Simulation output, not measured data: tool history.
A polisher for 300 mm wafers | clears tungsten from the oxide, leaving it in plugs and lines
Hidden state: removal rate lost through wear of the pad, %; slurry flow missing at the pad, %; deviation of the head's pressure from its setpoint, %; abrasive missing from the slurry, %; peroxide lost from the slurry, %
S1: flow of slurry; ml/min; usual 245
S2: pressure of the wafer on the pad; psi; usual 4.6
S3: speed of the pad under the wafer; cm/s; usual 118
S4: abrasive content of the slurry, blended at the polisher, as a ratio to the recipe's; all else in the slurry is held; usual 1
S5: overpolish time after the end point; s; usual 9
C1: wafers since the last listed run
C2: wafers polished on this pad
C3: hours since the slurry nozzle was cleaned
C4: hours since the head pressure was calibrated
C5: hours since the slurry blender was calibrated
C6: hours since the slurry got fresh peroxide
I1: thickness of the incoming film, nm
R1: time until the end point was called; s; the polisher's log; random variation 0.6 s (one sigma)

run   hour   S1   S2   S3    S4  S5   C1    C2     C3      C4     C5    C6     I1    R1
  1      0  245  3.9  118     1   9    0   587  761.2  1248.6    126   4.1  399.8  65.5
  2    7.5  245  3.9  118     1   9   62   649  768.7  1256.1  133.5  11.6  396.6  63.7
      12.4  -- head pressure recalibrated
  3   18.5  245  3.9  118     1   9   74   724  779.7     6.1  144.5  22.6  399.1  65.9
  4   35.8  245  4.6  118     1   9  144   868    797    23.4  161.8  39.9  400.2  54.9
      47.8  -- slurry nozzle cleaned
  5     52  245  4.6  118     1   9  126   995    4.2    39.6    178  56.1  402.2    56
  6   63.7  245  4.6  118     1   9   97  1092   15.9    51.3  189.7  67.8  400.1  54.9
      70.9  -- worn pad replaced by a new one, of another model than before
  7   76.4  245  4.6  118     1   9   72    46   28.6      64  202.4  80.5  400.3  55.2
  8   82.7  245  4.6  118     1   9   52    98   34.9    70.3  208.7  86.8    400  55.1
  9   91.8  245  4.6  118     1   8   75   174     44    79.4  217.8  95.9  399.6  56.7
      93.1  -- slurry tank refilled with fresh slurry and peroxide
 10  108.6  245  4.6  118  1.15   5  131   305   60.8    96.2  234.6  15.5  404.3  53.7
 11  124.5  245  4.6  118  1.15   5  132   438   76.7   112.1  250.5  31.4  398.9  53.6
     129.5  -- slurry blender recalibrated
 12  141.4  245  3.8  118     1   9  124   562   93.6     129   11.9  48.3  402.8    57
 13    156  205  3.1  118     1   9  121   683  108.2   143.6   26.5  62.9  395.4  61.8
 14  170.4  210  5.3  118  0.75   9  119   803  122.6     158   40.9  77.3  395.6  54.2
     184.4  -- slurry tank refilled with fresh slurry and peroxide
 15  184.9  325  4.6  118  1.25   9  112   916  137.1   172.5   55.4   0.5  403.6  49.1
     203.3  -- worn pad replaced by a new one
 16  203.8  195  4.6  118     1   5  124     4    156   191.4   74.3  19.4  401.5  54.8
 17  216.3  185  4.6   80  1.25  12  104   108  168.5   203.9   86.8  31.9  402.8  65.6
 18  223.4  245  4.6  118     1   9   59   167  175.6     211   93.9    39    405    54
 19  237.3  200  4.1  118  0.75   9  115   283  189.5   224.9  107.8  52.9  400.7  64.3
 20  251.3  245  4.6   94     1   9  116   399  203.5   238.9  121.8  66.9  400.9  64.4
 21  263.8  210  5.3  118  0.75   9  104   504    216   251.4  134.3  79.4  403.3  57.8
 22  276.2  315  4.6  118     1   9  103   607  228.4   263.8  146.7  91.8  398.3  54.6
     277.5  -- slurry tank refilled with fresh slurry and peroxide
 23  289.9  245  4.6  118  1.25   9  105   713  242.1   277.5  160.4  12.4  396.1  52.2
 24  306.9  245  4.6  118     1   9  141   854  259.1   294.5  177.4  29.4  400.7  56.9
 25  322.9  245  4.6  118     1   9  133   987  275.1   310.5  193.4  45.4  393.6  56.1

5 ways to go on from here, each from the tool as it stands after run 25. What would each give?
  A  323.4  310  4.6  118   1   9   4  992  275.6  311  193.9  45.9  399.8   ?
  B  323.4  280  4.6  150   1   7   4  992  275.6  311  193.9  45.9  399.8   ?
  C  323.4  245  5.2   84   1   9   4  992  275.6  311  193.9  45.9  399.8   ?
  D  323.4  265  6.1  118   1  12   4  992  275.6  311  193.9  45.9  399.8   ?
  E  323.4  175  6.2  118   1   4   4  992  275.6  311  193.9  45.9  399.8   ?

run    R1
  A  55.6
  B  47.7
  C  64.7
  D    48
  E  48.9
Without the tool's hidden state the same runs would have given:
run    R1
  A  49.5
  B  42.5
  C  57.6
  D  42.7
  E  43.5
